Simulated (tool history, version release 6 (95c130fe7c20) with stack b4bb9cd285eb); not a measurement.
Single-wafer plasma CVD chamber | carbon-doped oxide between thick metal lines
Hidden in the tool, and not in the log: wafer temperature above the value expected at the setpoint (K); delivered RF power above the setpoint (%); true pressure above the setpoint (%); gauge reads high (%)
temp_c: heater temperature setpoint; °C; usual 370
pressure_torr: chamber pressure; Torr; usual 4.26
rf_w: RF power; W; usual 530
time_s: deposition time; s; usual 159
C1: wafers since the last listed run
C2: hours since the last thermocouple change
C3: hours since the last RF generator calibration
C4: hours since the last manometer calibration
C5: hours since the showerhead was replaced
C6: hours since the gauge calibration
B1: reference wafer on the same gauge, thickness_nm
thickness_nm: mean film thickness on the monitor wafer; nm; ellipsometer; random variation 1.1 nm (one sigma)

{"run": 1, "hour": 0.0, "temp_c": 370, "pressure_torr": 4.26, "rf_w": 495, "time_s": 159, "C1": 0, "C2": 1160.8, "C3": 2034.7, "C4": 1717, "C5": 5760.4, "C6": 110.9, "B1": 691.736, "thickness_nm": 696.024}
{"run": 2, "hour": 13.8, "temp_c": 370, "pressure_torr": 4.26, "rf_w": 530, "time_s": 159, "C1": 90, "C2": 1174.6, "C3": 2048.5, "C4": 1730.8, "C5": 5774.2, "C6": 124.7, "B1": 692.274, "thickness_nm": 711.367}
{"run": 3, "hour": 29.0, "temp_c": 370, "pressure_torr": 4.26, "rf_w": 530, "time_s": 159, "C1": 99, "C2": 1189.8, "C3": 2063.7, "C4": 1746, "C5": 5789.4, "C6": 139.9, "B1": 692.294, "thickness_nm": 711.749}
{"run": 4, "hour": 40.2, "temp_c": 377, "pressure_torr": 4.26, "rf_w": 530, "time_s": 159, "C1": 73, "C2": 1201, "C3": 2074.9, "C4": 1757.2, "C5": 5800.6, "C6": 151.1, "B1": 691.897, "thickness_nm": 702.223}
{"hour": 53.9, "done": "RF generator calibrated"}
{"hour": 54.6, "done": "capacitance manometer re-zeroed and calibrated"}
{"hour": 56.7, "done": "thermocouple changed; heater temperature recalibrated"}
{"run": 5, "hour": 57.2, "temp_c": 370, "pressure_torr": 4.26, "rf_w": 530, "time_s": 150, "C1": 40, "C2": 0.5, "C3": 3.3, "C4": 2.6, "C5": 5817.6, "C6": 168.1, "B1": 691.505, "thickness_nm": 670.154}
{"run": 6, "hour": 64.3, "temp_c": 370, "pressure_torr": 4.26, "rf_w": 530, "time_s": 168, "C1": 46, "C2": 7.6, "C3": 10.4, "C4": 9.7, "C5": 5824.7, "C6": 175.2, "B1": 691.433, "thickness_nm": 750.874}
{"run": 7, "hour": 70.5, "temp_c": 370, "pressure_torr": 4.26, "rf_w": 530, "time_s": 168, "C1": 40, "C2": 13.8, "C3": 16.6, "C4": 15.9, "C5": 5830.9, "C6": 181.4, "B1": 691.849, "thickness_nm": 750.087}
{"run": 8, "hour": 77.0, "temp_c": 359, "pressure_torr": 4.26, "rf_w": 495, "time_s": 185, "C1": 42, "C2": 20.3, "C3": 23.1, "C4": 22.4, "C5": 5837.4, "C6": 187.9, "B1": 691.881, "thickness_nm": 825.406}
{"hour": 83.5, "done": "gauge calibrated"}
{"run": 9, "hour": 84.8, "temp_c": 370, "pressure_torr": 4.26, "rf_w": 530, "time_s": 159, "C1": 51, "C2": 28.1, "C3": 30.9, "C4": 30.2, "C5": 5845.2, "C6": 1.3, "B1": 691.956, "thickness_nm": 710.753}
{"run": 10, "hour": 91.3, "temp_c": 370, "pressure_torr": 3.5, "rf_w": 495, "time_s": 159, "C1": 42, "C2": 34.6, "C3": 37.4, "C4": 36.7, "C5": 5851.7, "C6": 7.8, "B1": 691.351, "thickness_nm": 677.749}
{"hour": 99.4, "done": "showerhead replaced"}
{"run": 11, "hour": 106.3, "temp_c": 370, "pressure_torr": 3.67, "rf_w": 465, "time_s": 144, "C1": 45, "C2": 49.6, "C3": 52.4, "C4": 51.7, "C5": 6.9, "C6": 22.8, "B1": 691.581, "thickness_nm": 603.62}
{"run": 12, "hour": 123.0, "temp_c": 370, "pressure_torr": 4.26, "rf_w": 530, "time_s": 132, "C1": 109, "C2": 66.3, "C3": 69.1, "C4": 68.4, "C5": 23.6, "C6": 39.5, "B1": 691.884, "thickness_nm": 589.562}
{"run": 13, "hour": 131.3, "temp_c": 370, "pressure_torr": 4.26, "rf_w": 530, "time_s": 172, "C1": 54, "C2": 74.6, "C3": 77.4, "C4": 76.7, "C5": 31.9, "C6": 47.8, "B1": 691.898, "thickness_nm": 769.218}
{"run": 14, "hour": 145.9, "temp_c": 370, "pressure_torr": 5.31, "rf_w": 530, "time_s": 143, "C1": 95, "C2": 89.2, "C3": 92, "C4": 91.3, "C5": 46.5, "C6": 62.4, "B1": 692.448, "thickness_nm": 662.472}
{"run": 15, "hour": 155.0, "temp_c": 370, "pressure_torr": 5.25, "rf_w": 530, "time_s": 179, "C1": 59, "C2": 98.3, "C3": 101.1, "C4": 100.4, "C5": 55.6, "C6": 71.5, "B1": 692.288, "thickness_nm": 825.363}

Forecast each of these 5 alternatives for the next run:
{"run": "A", "hour": 155.4, "temp_c": 370, "pressure_torr": 4.26, "rf_w": 530, "time_s": 159, "C1": 2, "C2": 98.7, "C3": 101.5, "C4": 100.8, "C5": 56, "C6": 71.9, "B1": "?", "thickness_nm": "?"}
{"run": "B", "hour": 155.4, "temp_c": 366, "pressure_torr": 3.77, "rf_w": 530, "time_s": 159, "C1": 2, "C2": 98.7, "C3": 101.5, "C4": 100.8, "C5": 56, "C6": 71.9, "B1": "?", "thickness_nm": "?"}
{"run": "C", "hour": 155.4, "temp_c": 359, "pressure_torr": 3.92, "rf_w": 530, "time_s": 178, "C1": 2, "C2": 98.7, "C3": 101.5, "C4": 100.8, "C5": 56, "C6": 71.9, "B1": "?", "thickness_nm": "?"}
{"run": "D", "hour": 155.4, "temp_c": 356, "pressure_torr": 3.68, "rf_w": 630, "time_s": 187, "C1": 2, "C2": 98.7, "C3": 101.5, "C4": 100.8, "C5": 56, "C6": 71.9, "B1": "?", "thickness_nm": "?"}
{"run": "E", "hour": 155.4, "temp_c": 362, "pressure_torr": 5.05, "rf_w": 530, "time_s": 159, "C1": 2, "C2": 98.7, "C3": 101.5, "C4": 100.8, "C5": 56, "C6": 71.9, "B1": "?", "thickness_nm": "?"}

run=A B1=692.259 thickness_nm=712.232
run=B B1=692.259 thickness_nm=705.368
run=C B1=692.259 thickness_nm=804.394
run=D B1=692.259 thickness_nm=894.722
run=E B1=692.259 thickness_nm=741.935
Without the tool's hidden state the same runs would have given:
run=A thickness_nm=712.232
run=B thickness_nm=705.368
run=C thickness_nm=804.394
run=D thickness_nm=894.722
run=E thickness_nm=741.935
